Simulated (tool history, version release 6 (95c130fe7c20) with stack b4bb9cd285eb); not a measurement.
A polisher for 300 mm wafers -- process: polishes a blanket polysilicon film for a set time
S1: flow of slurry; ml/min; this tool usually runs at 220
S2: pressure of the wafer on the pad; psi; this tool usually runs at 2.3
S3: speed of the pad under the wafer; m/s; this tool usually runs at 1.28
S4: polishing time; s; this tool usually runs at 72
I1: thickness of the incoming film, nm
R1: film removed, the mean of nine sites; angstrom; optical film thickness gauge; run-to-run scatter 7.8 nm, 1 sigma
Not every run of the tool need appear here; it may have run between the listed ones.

| run | hour | S1 | S2 | S3 | S4 | I1 | R1 |
|---|---|---|---|---|---|---|---|
| 1 | 0 | 220 | 2.3 | 1.28 | 72 | 1779.5 | 6661 |
| 2 | 31.8 | 220 | 2.3 | 1.28 | 72 | 1781.3 | 6665 |
| 3 | 40.5 | 220 | 2.3 | 1.28 | 72 | 1799.2 | 6787 |
|  | 53.9 | worn pad replaced by a new one |
| 4 | 55.7 | 220 | 2.3 | 1.28 | 72 | 1767 | 7179 |
| 5 | 62.4 | 205 | 2.3 | 1.28 | 72 | 1741.1 | 6885 |
| 6 | 72.7 | 220 | 2.3 | 1.28 | 72 | 1758.5 | 6781 |
| 7 | 85.9 | 220 | 2.3 | 1.28 | 72 | 1775.5 | 6865 |
| 8 | 100.9 | 220 | 2.3 | 1.28 | 72 | 1750.3 | 6729 |
| 9 | 117.1 | 220 | 2.3 | 1.28 | 72 | 1793.7 | 6655 |
| 10 | 134 | 275 | 2.3 | 1.28 | 85 | 1739.5 | 8318 |
| 11 | 143.6 | 220 | 1.9 | 1.28 | 72 | 1761.3 | 5771 |
|  | 153.3 | worn pad replaced by a new one |
| 12 | 153.7 | 220 | 1.9 | 1.28 | 72 | 1791.3 | 5466 |
| 13 | 171.6 | 220 | 1.9 | 1.28 | 72 | 1773.7 | 5202 |
| 14 | 182.4 | 280 | 2.3 | 1.58 | 72 | 1810.6 | 7978 |
| 15 | 199.1 | 265 | 2.3 | 1.08 | 63 | 1760.2 | 4507 |
| 16 | 206.3 | 220 | 2.3 | 1.04 | 83 | 1785.8 | 5709 |
| 17 | 215.5 | 220 | 2.3 | 1.28 | 72 | 1801 | 6059 |

Run 18 has not been measured yet. What should we expect?
| 18 | 223.2 | 220 | 2.3 | 1.1 | 72 | 1745.5 | ? |

Run 18 came out at R1 5235 angstrom.
The same run, on a tool lacking any hidden state, would have yielded R1 6196 angstrom.
